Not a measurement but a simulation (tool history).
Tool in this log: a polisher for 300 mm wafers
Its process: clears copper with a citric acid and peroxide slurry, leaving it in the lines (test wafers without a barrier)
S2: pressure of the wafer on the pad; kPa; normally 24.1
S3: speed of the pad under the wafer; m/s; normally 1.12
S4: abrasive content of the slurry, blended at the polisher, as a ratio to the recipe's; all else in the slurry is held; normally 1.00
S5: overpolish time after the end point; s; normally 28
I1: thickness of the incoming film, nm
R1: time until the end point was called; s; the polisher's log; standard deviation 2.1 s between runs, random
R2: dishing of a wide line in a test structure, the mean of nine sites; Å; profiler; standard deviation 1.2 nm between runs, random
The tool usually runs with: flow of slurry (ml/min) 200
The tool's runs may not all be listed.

run 1 day=0.000 | flow_of_slurry_(ml/min)=200 S2=24.1 S3=1.12 S4=1.00 S5=41 | I1=466.1 | R1=141.2 R2=835
run 2 day=1.567 | flow_of_slurry_(ml/min)=200 S2=24.1 S3=1.12 S4=1.00 S5=28 | I1=457.8 | R1=137.5 R2=623
-- day=3.146 head pressure recalibrated
run 3 day=4.233 | flow_of_slurry_(ml/min)=200 S2=24.1 S3=1.12 S4=1.00 S5=28 | I1=466.5 | R1=139.1 R2=629
-- day=5.525 worn pad replaced by a new one
run 4 day=7.271 | flow_of_slurry_(ml/min)=200 S2=24.1 S3=1.12 S4=1.00 S5=28 | I1=460.0 | R1=132.0 R2=623
-- day=7.400 slurry blender recalibrated
-- day=10.121 slurry nozzle cleaned
run 5 day=11.650 | flow_of_slurry_(ml/min)=200 S2=24.1 S3=1.12 S4=1.00 S5=28 | I1=463.3 | R1=137.3 R2=628
run 6 day=15.450 | flow_of_slurry_(ml/min)=200 S2=24.1 S3=1.12 S4=1.00 S5=28 | I1=466.8 | R1=136.6 R2=623
run 7 day=17.346 | flow_of_slurry_(ml/min)=200 S2=24.1 S3=1.12 S4=0.95 S5=28 | I1=460.2 | R1=137.6 R2=615
-- day=18.179 head pressure recalibrated
-- day=18.542 worn pad replaced by a new one
run 8 day=20.225 | flow_of_slurry_(ml/min)=200 S2=24.1 S3=1.12 S4=0.95 S5=28 | I1=463.1 | R1=134.6 R2=614
-- day=21.821 slurry blender recalibrated
run 9 day=22.746 | flow_of_slurry_(ml/min)=200 S2=24.1 S3=1.12 S4=1.00 S5=28 | I1=460.3 | R1=137.2 R2=627
-- day=24.300 slurry nozzle cleaned
run 10 day=24.462 | flow_of_slurry_(ml/min)=200 S2=24.1 S3=1.12 S4=1.00 S5=38 | I1=456.4 | R1=135.9 R2=783
run 11 day=26.000 | flow_of_slurry_(ml/min)=200 S2=24.1 S3=1.12 S4=1.00 S5=38 | I1=465.5 | R1=135.5 R2=781
run 12 day=28.229 | flow_of_slurry_(ml/min)=200 S2=24.1 S3=1.12 S4=1.00 S5=38 | I1=462.2 | R1=133.7 R2=750
run 13 day=30.392 | flow_of_slurry_(ml/min)=200 S2=24.1 S3=1.12 S4=1.00 S5=28 | I1=456.0 | R1=134.3 R2=614
-- day=32.362 worn pad replaced by a new one
-- day=33.175 head pressure recalibrated
run 14 day=33.262 | flow_of_slurry_(ml/min)=200 S2=24.1 S3=1.12 S4=1.00 S5=28 | I1=467.4 | R1=138.5 R2=599
-- day=35.950 slurry blender recalibrated
run 15 day=36.954 | flow_of_slurry_(ml/min)=200 S2=29.6 S3=1.12 S4=1.00 S5=35 | I1=461.7 | R1=119.5 R2=824
-- day=39.746 slurry nozzle cleaned
run 16 day=39.812 | flow_of_slurry_(ml/min)=200 S2=24.1 S3=1.12 S4=1.00 S5=28 | I1=458.6 | R1=133.6 R2=625
run 17 day=42.633 | flow_of_slurry_(ml/min)=200 S2=24.1 S3=1.12 S4=1.00 S5=28 | I1=466.8 | R1=134.6 R2=603
run 18 day=44.150 | flow_of_slurry_(ml/min)=200 S2=24.1 S3=1.12 S4=0.85 S5=28 | I1=449.5 | R1=138.8 R2=581
-- day=45.758 head pressure recalibrated
-- day=46.650 worn pad replaced by a new one
run 19 day=46.671 | flow_of_slurry_(ml/min)=200 S2=24.1 S3=1.12 S4=1.00 S5=28 | I1=461.9 | R1=136.1 R2=601
run 20 day=48.258 | flow_of_slurry_(ml/min)=235 S2=27.6 S3=1.12 S4=1.00 S5=15 | I1=464.8 | R1=127.7 R2=412
-- day=48.792 slurry blender recalibrated
run 21 day=50.462 | flow_of_slurry_(ml/min)=200 S2=24.1 S3=1.12 S4=0.85 S5=16 | I1=460.1 | R1=142.4 R2=374
run 22 day=52.321 | flow_of_slurry_(ml/min)=200 S2=26.9 S3=0.96 S4=1.10 S5=35 | I1=456.2 | R1=137.8 R2=737
-- day=55.462 slurry nozzle cleaned
run 23 day=56.150 | flow_of_slurry_(ml/min)=200 S2=24.1 S3=1.12 S4=1.00 S5=28 | I1=459.7 | R1=136.2 R2=621
-- day=57.867 head pressure recalibrated
run 24 day=57.925 | flow_of_slurry_(ml/min)=200 S2=24.1 S3=1.50 S4=1.15 S5=28 | I1=449.6 | R1=101.8 R2=745
run 25 day=61.667 | flow_of_slurry_(ml/min)=200 S2=26.9 S3=1.12 S4=1.00 S5=28 | I1=463.9 | R1=126.9 R2=654

Expected results for the next run?
-- day=62.050 worn pad replaced by a new one
-- day=62.979 slurry blender recalibrated
run 26 day=64.771 | flow_of_slurry_(ml/min)=200 S2=24.1 S3=1.12 S4=1.00 S5=28 | I1=465.9 | R1=? R2=?

Run 26 gave R1 137.5 s, R2 632 Å.
If the tool had no hidden condition, the same run with the same run-to-run variation would have returned R1 137.5 s, R2 632 Å.

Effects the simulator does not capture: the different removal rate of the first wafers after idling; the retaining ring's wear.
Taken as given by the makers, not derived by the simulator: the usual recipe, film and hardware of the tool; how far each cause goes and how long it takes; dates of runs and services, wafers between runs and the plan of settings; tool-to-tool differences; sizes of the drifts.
